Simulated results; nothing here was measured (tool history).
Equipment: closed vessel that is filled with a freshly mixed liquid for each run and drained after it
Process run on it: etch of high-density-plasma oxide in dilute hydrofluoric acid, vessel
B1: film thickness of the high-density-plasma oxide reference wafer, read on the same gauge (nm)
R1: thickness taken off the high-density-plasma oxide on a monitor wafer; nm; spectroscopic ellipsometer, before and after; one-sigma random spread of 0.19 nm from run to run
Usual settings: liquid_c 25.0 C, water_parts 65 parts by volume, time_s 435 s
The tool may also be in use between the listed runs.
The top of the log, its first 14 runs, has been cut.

-- day=35.212 thermometer replaced
run 15 day=37.804 | liquid_c=29.5 water_parts=55 time_s=350 | B1=90.00 | R1=48.58
run 16 day=40.338 | liquid_c=27.5 water_parts=75 time_s=190 | B1=89.98 | R1=17.42
run 17 day=42.688 | liquid_c=25.0 water_parts=65 time_s=435 | B1=90.02 | R1=41.68
run 18 day=46.175 | liquid_c=25.0 water_parts=40 time_s=435 | B1=90.01 | R1=70.19
run 19 day=50.579 | liquid_c=20.5 water_parts=65 time_s=335 | B1=89.99 | R1=26.65
run 20 day=53.117 | liquid_c=22.5 water_parts=80 time_s=435 | B1=90.00 | R1=29.87
run 21 day=55.262 | liquid_c=29.0 water_parts=65 time_s=435 | B1=90.03 | R1=48.47
run 22 day=57.921 | liquid_c=25.0 water_parts=50 time_s=435 | B1=89.99 | R1=55.24
run 23 day=59.962 | liquid_c=28.0 water_parts=80 time_s=545 | B1=90.01 | R1=46.41
run 24 day=62.288 | liquid_c=21.0 water_parts=65 time_s=435 | B1=90.01 | R1=35.17
run 25 day=65.867 | liquid_c=25.0 water_parts=65 time_s=435 | B1=90.00 | R1=41.18
run 26 day=70.154 | liquid_c=21.5 water_parts=95 time_s=290 | B1=90.03 | R1=15.63
-- day=72.142 thermometer replaced
run 27 day=74.067 | liquid_c=25.0 water_parts=65 time_s=435 | B1=89.99 | R1=42.20
run 28 day=78.550 | liquid_c=25.0 water_parts=65 time_s=200 | B1=89.97 | R1=19.36
run 29 day=82.562 | liquid_c=25.0 water_parts=65 time_s=200 | B1=90.01 | R1=19.21
-- day=85.575 hydrofluoric acid flow meter replaced
run 30 day=88.471 | liquid_c=29.5 water_parts=40 time_s=605 | B1=90.00 | R1=116.69
run 31 day=90.192 | liquid_c=23.5 water_parts=75 time_s=435 | B1=90.02 | R1=33.33

5 options for the next run, each taken on its own from the tool as it stands now. Forecast them:
run A day=90.225 | liquid_c=25.0 water_parts=65 time_s=435 | B1=? | R1=?
run B day=90.225 | liquid_c=25.0 water_parts=65 time_s=615 | B1=? | R1=?
run C day=90.225 | liquid_c=25.0 water_parts=85 time_s=345 | B1=? | R1=?
run D day=90.225 | liquid_c=25.0 water_parts=85 time_s=525 | B1=? | R1=?
run E day=90.225 | liquid_c=26.5 water_parts=80 time_s=540 | B1=? | R1=?

run=A B1=90.04 R1=41.73
run=B B1=90.04 R1=59.00
run=C B1=90.04 R1=24.66
run=D B1=90.04 R1=37.53
run=E B1=90.04 R1=43.81
Stripped of hidden state, with their random variation kept, the same runs would have yielded:
run=A R1=42.24
run=B R1=59.72
run=C R1=24.96
run=D R1=37.98
run=E R1=44.33
